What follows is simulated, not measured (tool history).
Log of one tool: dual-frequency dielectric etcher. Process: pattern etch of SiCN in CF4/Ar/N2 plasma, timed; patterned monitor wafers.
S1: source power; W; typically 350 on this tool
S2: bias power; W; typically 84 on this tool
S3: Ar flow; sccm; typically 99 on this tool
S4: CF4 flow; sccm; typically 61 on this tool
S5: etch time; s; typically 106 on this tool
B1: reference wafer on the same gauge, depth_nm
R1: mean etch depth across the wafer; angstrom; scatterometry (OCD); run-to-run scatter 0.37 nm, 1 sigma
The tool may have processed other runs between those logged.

{"run": 1, "hour": 0.0, "S1": 350, "S2": 69, "S3": 81, "S4": 55, "S5": 88, "B1": 63.4, "R1": 526}
{"run": 2, "hour": 20.0, "S1": 350, "S2": 84, "S3": 81, "S4": 61, "S5": 106, "B1": 63.4, "R1": 760}
{"run": 3, "hour": 50.8, "S1": 280, "S2": 84, "S3": 81, "S4": 61, "S5": 106, "B1": 63.4, "R1": 691}
{"run": 4, "hour": 63.1, "S1": 300, "S2": 95, "S3": 123, "S4": 61, "S5": 106, "B1": 63.4, "R1": 759}
{"run": 5, "hour": 91.1, "S1": 350, "S2": 84, "S3": 99, "S4": 61, "S5": 106, "B1": 63.3, "R1": 754}
{"hour": 103.5, "done": "CF4 flow controller replaced"}
{"hour": 107.7, "done": "source power generator calibrated"}
{"run": 6, "hour": 171.1, "S1": 350, "S2": 84, "S3": 99, "S4": 53, "S5": 94, "B1": 63.3, "R1": 661}
{"run": 7, "hour": 197.2, "S1": 350, "S2": 84, "S3": 79, "S4": 61, "S5": 122, "B1": 63.4, "R1": 893}
{"run": 8, "hour": 213.8, "S1": 350, "S2": 84, "S3": 99, "S4": 61, "S5": 106, "B1": 63.4, "R1": 760}
{"run": 9, "hour": 233.8, "S1": 350, "S2": 71, "S3": 99, "S4": 61, "S5": 130, "B1": 63.4, "R1": 807}
{"run": 10, "hour": 255.3, "S1": 350, "S2": 84, "S3": 99, "S4": 61, "S5": 106, "B1": 63.5, "R1": 771}
{"run": 11, "hour": 268.9, "S1": 350, "S2": 84, "S3": 99, "S4": 61, "S5": 106, "B1": 63.4, "R1": 760}
{"run": 12, "hour": 288.6, "S1": 300, "S2": 84, "S3": 84, "S4": 51, "S5": 124.5, "B1": 63.5, "R1": 835}
{"run": 13, "hour": 317.5, "S1": 350, "S2": 84, "S3": 99, "S4": 61, "S5": 106, "B1": 63.3, "R1": 759}
{"hour": 364.8, "done": "wet clean of the chamber"}
{"run": 14, "hour": 365.3, "S1": 260, "S2": 84, "S3": 99, "S4": 76, "S5": 123, "B1": 63.3, "R1": 770}
{"run": 15, "hour": 381.1, "S1": 350, "S2": 84, "S3": 115, "S4": 61, "S5": 119.5, "B1": 63.4, "R1": 814}
{"run": 16, "hour": 394.6, "S1": 410, "S2": 84, "S3": 99, "S4": 61, "S5": 106, "B1": 63.4, "R1": 790}
{"run": 17, "hour": 412.2, "S1": 350, "S2": 84, "S3": 99, "S4": 61, "S5": 106, "B1": 63.4, "R1": 738}
{"run": 18, "hour": 432.7, "S1": 350, "S2": 84, "S3": 99, "S4": 53, "S5": 106, "B1": 63.4, "R1": 713}
{"run": 19, "hour": 454.9, "S1": 350, "S2": 74, "S3": 123, "S4": 51, "S5": 121, "B1": 63.4, "R1": 725}
{"run": 20, "hour": 488.8, "S1": 390, "S2": 84, "S3": 99, "S4": 61, "S5": 106, "B1": 63.3, "R1": 774}
{"run": 21, "hour": 519.2, "S1": 390, "S2": 84, "S3": 99, "S4": 53, "S5": 106, "B1": 63.5, "R1": 772}

Below are 4 alternative next runs, each starting from the tool's condition after run 21. Predict each:
{"run": "A", "hour": 519.6, "S1": 350, "S2": 84, "S3": 116, "S4": 61, "S5": 106, "B1": "?", "R1": "?"}
{"run": "B", "hour": 519.6, "S1": 350, "S2": 84, "S3": 107, "S4": 50, "S5": 79, "B1": "?", "R1": "?"}
{"run": "C", "hour": 519.6, "S1": 390, "S2": 84, "S3": 80, "S4": 61, "S5": 137, "B1": "?", "R1": "?"}
{"run": "D", "hour": 519.6, "S1": 350, "S2": 84, "S3": 99, "S4": 61, "S5": 88, "B1": "?", "R1": "?"}

run=A B1=63.4 R1=732
run=B B1=63.4 R1=535
run=C B1=63.4 R1=1034
run=D B1=63.4 R1=618
The same runs, with their run-to-run variation unchanged, on a tool lacking any hidden condition would have given:
run=A R1=727
run=B R1=531
run=C R1=1026
run=D R1=613

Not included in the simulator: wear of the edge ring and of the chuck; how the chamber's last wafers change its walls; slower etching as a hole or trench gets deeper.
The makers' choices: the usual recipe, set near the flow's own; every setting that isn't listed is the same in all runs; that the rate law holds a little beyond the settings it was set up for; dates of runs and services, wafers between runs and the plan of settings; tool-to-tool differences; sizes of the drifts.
